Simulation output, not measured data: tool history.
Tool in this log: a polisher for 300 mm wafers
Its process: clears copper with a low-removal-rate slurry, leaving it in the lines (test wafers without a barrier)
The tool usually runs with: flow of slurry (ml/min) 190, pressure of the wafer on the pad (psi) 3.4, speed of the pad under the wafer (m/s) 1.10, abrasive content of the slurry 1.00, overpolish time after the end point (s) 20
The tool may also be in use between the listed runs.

| run | hour | flow of slurry (ml/min) | pressure of the wafer on the pad (psi) | speed of the pad under the wafer (m/s) | abrasive content of the slurry | overpolish time after the end point (s) | incoming thickness of the incoming film, nm | time until the end point was called (s) | dishing of a wide line in a test structure (Å) |
|---|---|---|---|---|---|---|---|---|---|
| 1 | 0.0 | 190 | 3.9 | 1.10 | 1.00 | 20 | 460.9 | 130.8 | 347 |
| 2 | 70.9 | 190 | 3.4 | 1.10 | 1.00 | 20 | 461.9 | 144.8 | 338 |
| 3 | 149.8 | 190 | 3.4 | 1.10 | 1.00 | 20 | 459.9 | 147.3 | 336 |
| 4 | 197.6 | 190 | 3.4 | 1.10 | 1.00 | 20 | 466.9 | 154.8 | 322 |
| 5 | 277.2 | 190 | 3.4 | 1.10 | 1.00 | 20 | 454.3 | 151.2 | 320 |
| 6 | 319.2 | 190 | 3.4 | 1.10 | 1.00 | 20 | 463.5 | 151.6 | 332 |
|  | 348.6 | worn pad replaced by a new one |
|  | 369.3 | slurry blender recalibrated |
| 7 | 374.0 | 190 | 2.7 | 0.92 | 1.00 | 20 | 452.4 | 217.8 | 253 |
| 8 | 411.1 | 190 | 3.4 | 1.10 | 1.00 | 13 | 463.4 | 154.9 | 243 |
|  | 421.4 | slurry nozzle cleaned |
| 9 | 499.4 | 190 | 3.4 | 1.10 | 1.00 | 20 | 464.3 | 156.5 | 325 |
| 10 | 567.9 | 190 | 4.3 | 1.32 | 1.25 | 20 | 465.6 | 101.8 | 415 |
| 11 | 635.7 | 190 | 3.4 | 1.10 | 1.00 | 20 | 452.8 | 157.2 | 315 |
| 12 | 680.5 | 190 | 2.4 | 1.10 | 0.75 | 24 | 463.1 | 241.7 | 278 |
| 13 | 787.9 | 190 | 3.4 | 1.10 | 1.00 | 20 | 465.7 | 166.2 | 325 |
| 14 | 1063.5 | 130 | 3.4 | 1.10 | 1.00 | 20 | 459.4 | 179.1 | 304 |
|  | 1078.6 | worn pad replaced by a new one |
| 15 | 1138.7 | 190 | 3.4 | 1.10 | 1.00 | 20 | 457.1 | 171.7 | 308 |
|  | 1159.5 | slurry nozzle cleaned |
|  | 1171.2 | slurry blender recalibrated |
|  | 1175.5 | head pressure recalibrated |
| 16 | 1231.9 | 190 | 2.7 | 1.10 | 1.00 | 20 | 465.8 | 182.5 | 285 |
| 17 | 1301.0 | 190 | 3.0 | 1.10 | 1.00 | 20 | 452.9 | 160.7 | 319 |
| 18 | 1349.9 | 165 | 2.8 | 1.10 | 0.75 | 11 | 462.9 | 185.8 | 184 |
| 19 | 1402.3 | 190 | 4.1 | 1.10 | 1.00 | 20 | 458.4 | 121.5 | 379 |
| 20 | 1485.5 | 165 | 2.8 | 1.10 | 0.75 | 11 | 453.6 | 188.9 | 193 |
| 21 | 1574.6 | 190 | 3.0 | 1.10 | 1.00 | 20 | 461.4 | 162.3 | 314 |
| 22 | 1674.1 | 160 | 2.8 | 1.42 | 1.00 | 20 | 458.6 | 138.2 | 361 |
| 23 | 1754.6 | 190 | 3.4 | 1.10 | 1.00 | 15 | 460.3 | 139.6 | 279 |
| 24 | 1836.1 | 190 | 3.4 | 1.10 | 1.00 | 20 | 461.3 | 147.7 | 356 |
|  | 1854.9 | worn pad replaced by a new one |
| 25 | 1899.9 | 190 | 3.4 | 1.10 | 1.00 | 20 | 459.7 | 145.4 | 333 |
|  | 1924.2 | slurry nozzle cleaned |
| 26 | 1945.6 | 190 | 3.0 | 1.28 | 0.90 | 11 | 460.9 | 151.2 | 216 |
|  | 1952.4 | slurry blender recalibrated |
| 27 | 2027.4 | 190 | 3.4 | 0.96 | 1.00 | 20 | 462.8 | 168.4 | 301 |
| 28 | 2071.5 | 145 | 4.0 | 1.10 | 0.75 | 20 | 466.1 | 142.5 | 370 |

How would selected steps in time until the end point was called (s) from run to run divide? Give the signed amount a tool lacking its hidden state would still show from settings, what came in and random variation, and the signed amount left for the hidden state, including any gauge scatter that is not in both of the compared results.
The hidden state here: removal rate lost through wear of the pad, %; slurry flow missing at the pad, %; deviation of the head's pressure from its setpoint, %; abrasive missing from the slurry, %.
Run 11 -> 12: pressure of the wafer on the pad (psi) 3.4 -> 2.4, abrasive content of the slurry 1.00 -> 0.75, overpolish time after the end point (s) 20 -> 24. time until the end point was called (s) +84.5: hidden state +8.7, all else +75.8.
Run 12 -> 13: pressure of the wafer on the pad (psi) 2.4 -> 3.4, abrasive content of the slurry 0.75 -> 1.00, overpolish time after the end point (s) 24 -> 20. time until the end point was called (s) -75.5: hidden state -5.0, all else -70.5.
Run 15 -> 16: pressure of the wafer on the pad (psi) 3.4 -> 2.7, slurry nozzle cleaned, slurry blender recalibrated, head pressure recalibrated. time until the end point was called (s) +10.8: hidden state -28.6, all else +39.4.
